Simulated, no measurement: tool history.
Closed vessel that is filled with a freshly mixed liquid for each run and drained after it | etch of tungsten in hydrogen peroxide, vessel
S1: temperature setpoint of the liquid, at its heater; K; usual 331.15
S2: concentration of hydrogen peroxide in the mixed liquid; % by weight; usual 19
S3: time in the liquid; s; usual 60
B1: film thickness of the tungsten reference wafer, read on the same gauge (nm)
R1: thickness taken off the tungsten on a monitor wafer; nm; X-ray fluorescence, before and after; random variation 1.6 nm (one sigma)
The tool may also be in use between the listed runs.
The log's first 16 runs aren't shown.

run,hour,S1,S2,S3,B1,R1
17,361.9,326.65,21,60,50.02,137.74
18,377.7,331.15,19,60,49.98,170.45
19,390.3,325.15,22,75,50.02,163.22
# hour 404.9: peroxide flow meter replaced
20,407.1,331.15,19,60,49.95,171.9
# hour 419.3: gauge calibrated
21,437.8,326.65,23,60,50.01,144.76
22,460.1,331.15,19,60,49.97,172.53
23,478.5,331.15,13.5,30,50.03,72.44
24,495.3,339.15,22.5,70,50,347.71
25,526.9,338.15,22,85,50.02,388.81
26,546.9,331.15,20,60,49.96,182.66
27,574.7,331.15,19,60,49.99,178.45
28,602.6,331.15,19,60,49.98,179.79
29,616.9,325.15,20.5,85,49.98,181.08
30,647.9,331.15,20,60,50.01,183.19
31,680.5,337.15,21.5,35,50.04,156.92

Forecast each of these 3 alternatives for the next run:
A,681.2,331.15,19,35,?,?
B,681.2,339.15,21.5,80,?,?
C,681.2,331.15,17.5,60,?,?

run,B1,R1
A,50.04,104.06
B,50.04,397.42
C,50.04,171.2
Without the tool's hidden state the same runs would have given:
run,R1
A,97.4
B,373.13
C,160.24
